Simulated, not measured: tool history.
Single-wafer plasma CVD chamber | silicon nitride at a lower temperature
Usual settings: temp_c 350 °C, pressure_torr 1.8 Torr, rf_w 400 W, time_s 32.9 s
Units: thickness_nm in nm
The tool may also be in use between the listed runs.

run	day	temp_c	pressure_torr	rf_w	time_s	wafers since the last listed run	hours since the last thermocouple change	hours since the last RF generator calibration	hours since the last manometer calibration	hours since the showerhead was replaced	hours since the gauge calibration	read-back reference wafer on the same gauge, thickness_nm	thickness_nm
1	0	350	1.8	400	32.9	0	7.7	1591.1	1444.4	6260.7	79.2	41.346	45.65
2	0.504	350	1.8	400	32.9	257	19.8	1603.2	1456.5	6272.8	91.3	41.289	45.391
3	1.042	350	1.8	400	32.9	274	32.7	1616.1	1469.4	6285.7	104.2	41.313	45.585
4	1.742	350	1.59	400	32.9	357	49.5	1632.9	1486.2	6302.5	121	41.278	43.399
5	2.142	350	1.59	400	32.9	204	59.1	1642.5	1495.8	6312.1	130.6	41.277	43.368
6	2.671	355	2	400	32.9	269	71.8	1655.2	1508.5	6324.8	143.3	41.306	46.932
# day 3.546: RF generator calibrated
7	3.567	350	1.97	400	27.8	286	93.3	0.5	1530	6346.3	164.8	41.315	41.077
# day 3.988: showerhead replaced
8	4.008	355	1.8	425	32.9	55	103.9	11.1	1540.6	0.5	175.4	41.275	48.517
9	4.396	350	1.49	445	32.9	197	113.2	20.4	1549.9	9.8	184.7	41.3	46.372
10	5.125	350	1.8	400	32.9	371	130.7	37.9	1567.4	27.3	202.2	41.275	46.995
11	5.667	350	2.11	400	32.9	276	143.7	50.9	1580.4	40.3	215.2	41.295	49.615
12	6.375	350	1.42	350	39.2	361	160.7	67.9	1597.4	57.3	232.2	41.295	48.242
13	6.904	350	1.35	400	32.9	269	173.4	80.6	1610.1	70	244.9	41.301	42.237
14	8.788	350	1.8	400	34.6	960	218.6	125.8	1655.3	115.2	290.1	41.307	49.246
15	9.192	338	1.43	400	28	206	228.3	135.5	1665	124.9	299.8	41.291	36.854
16	9.862	350	1.8	400	32.9	342	244.4	151.6	1681.1	141	315.9	41.332	46.787
17	10.138	346	1.8	400	37.3	140	251	158.2	1687.7	147.6	322.5	41.292	53.29
# day 10.3: gauge calibrated
18	10.767	350	1.66	400	29.5	320	266.1	173.3	1702.8	162.7	11.2	41.305	41.085
19	11.158	354	1.48	400	30.7	199	275.5	182.7	1712.2	172.1	20.6	41.262	40.704
# day 11.675: capacitance manometer re-zeroed and calibrated
20	11.696	341	1.8	400	32.9	104	288.4	195.6	0.5	185	33.5	41.307	48.154
21	12.012	364	1.93	375	32.9	161	296	203.2	8.1	192.6	41.1	41.3	47.161
22	12.454	350	1.59	400	32.9	225	306.6	213.8	18.7	203.2	51.7	41.274	45.874
23	13.067	350	1.42	350	39.2	312	321.3	228.5	33.4	217.9	66.4	41.29	49.049
24	13.671	350	1.8	400	32.9	308	335.8	243	47.9	232.4	80.9	41.329	48.019
25	15.758	350	1.8	400	32.9	1064	385.9	293.1	98	282.5	131	41.312	48.085
26	16.204	341	1.5	400	32.9	227	396.6	303.8	108.7	293.2	141.7	41.313	45.044
27	18.075	355	2	360	37	954	441.5	348.7	153.6	338.1	186.6	41.289	52.804
28	18.629	350	1.93	400	32.9	282	454.8	362	166.9	351.4	199.9	41.32	49.153

Forecast each of these 4 alternatives for the next run:
A	18.646	362	1.8	400	32.9	8	455.2	362.4	167.3	351.8	200.3	?	?
B	18.646	364	1.96	335	27	8	455.2	362.4	167.3	351.8	200.3	?	?
C	18.646	350	1.8	455	32.9	8	455.2	362.4	167.3	351.8	200.3	?	?
D	18.646	350	1.8	420	36.3	8	455.2	362.4	167.3	351.8	200.3	?	?

run	read-back reference wafer on the same gauge, thickness_nm	thickness_nm
A	41.315	48.006
B	41.315	36.897
C	41.315	51.461
D	41.315	54.497
Without the tool's hidden state the same runs would have given:
run	thickness_nm
A	48.28
B	37.114
C	51.755
D	54.808
